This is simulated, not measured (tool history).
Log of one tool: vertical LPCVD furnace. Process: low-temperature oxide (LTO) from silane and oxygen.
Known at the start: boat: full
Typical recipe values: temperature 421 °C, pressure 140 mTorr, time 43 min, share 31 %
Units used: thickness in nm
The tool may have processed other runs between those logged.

run   hour  temperature  pressure  time  share  read-back reference wafer on the same gauge, thickness  thickness
  1      0          421       140    43     31                                                  223.51     223.82
  2   62.5          421       140    43     31                                                   224.1     225.69
  3   96.5          421       140    43     31                                                  224.02     226.16
  4  160.7          421       140    43     31                                                  224.93     227.74
  5    218          421       140    43     31                                                  225.46     227.49
     274.5  -- silane flow controller replaced
  6    275          421       140    43     31                                                  225.83     226.64
  7  290.8          418       140    43     31                                                  225.97      221.6
  8  354.7          418       140    43     31                                                  226.53      222.7
  9  402.9          421       140  38.5     31                                                  227.37        206
 10  429.5          421       140  27.5     31                                                  226.66     147.09
     430.3  -- gauge calibrated
 11  476.1          421       120    60     27                                                  221.44     218.98
     522.5  -- pressure gauge zeroed
 12  592.1          421       140    43     27                                                  222.41     184.22
 13  623.9          421       140    37     29                                                  222.57     175.93
     654.3  -- thermocouples replaced and temperature profile calibrated
 14  657.4          421       140    43     31                                                  222.91     223.99
 15  716.3          421       140    43     31                                                  223.68     224.81
 16  748.1          421       120    60     27                                                  224.39     221.43
 17  788.2          429       170  48.5     37                                                  224.34     426.59
 18  843.5          421       140    43     26                                                  225.31     175.83

Measured less the same run without the tool's hidden state. The same run-to-run variation is in both; the gauge's scatter may not be:
Hidden state at play: true tube temperature minus thermocouple reading, K; true pressure minus gauge reading, mTorr; deviation of the silane flow from its setpoint, %; gauge reads high (%).
run  thickness
  1      +1.44
  2      +2.01
  3      +2.31
  4       +2.9
  5       +3.4
  6      +3.89
  7      +3.94
  8       +4.5
  9      +4.54
 10       +3.4
 11       -0.5
 12      +0.43
 13      +0.63
 14       +1.1
 15      +1.63
 16      +1.88
 17       +4.3
 18      +2.16
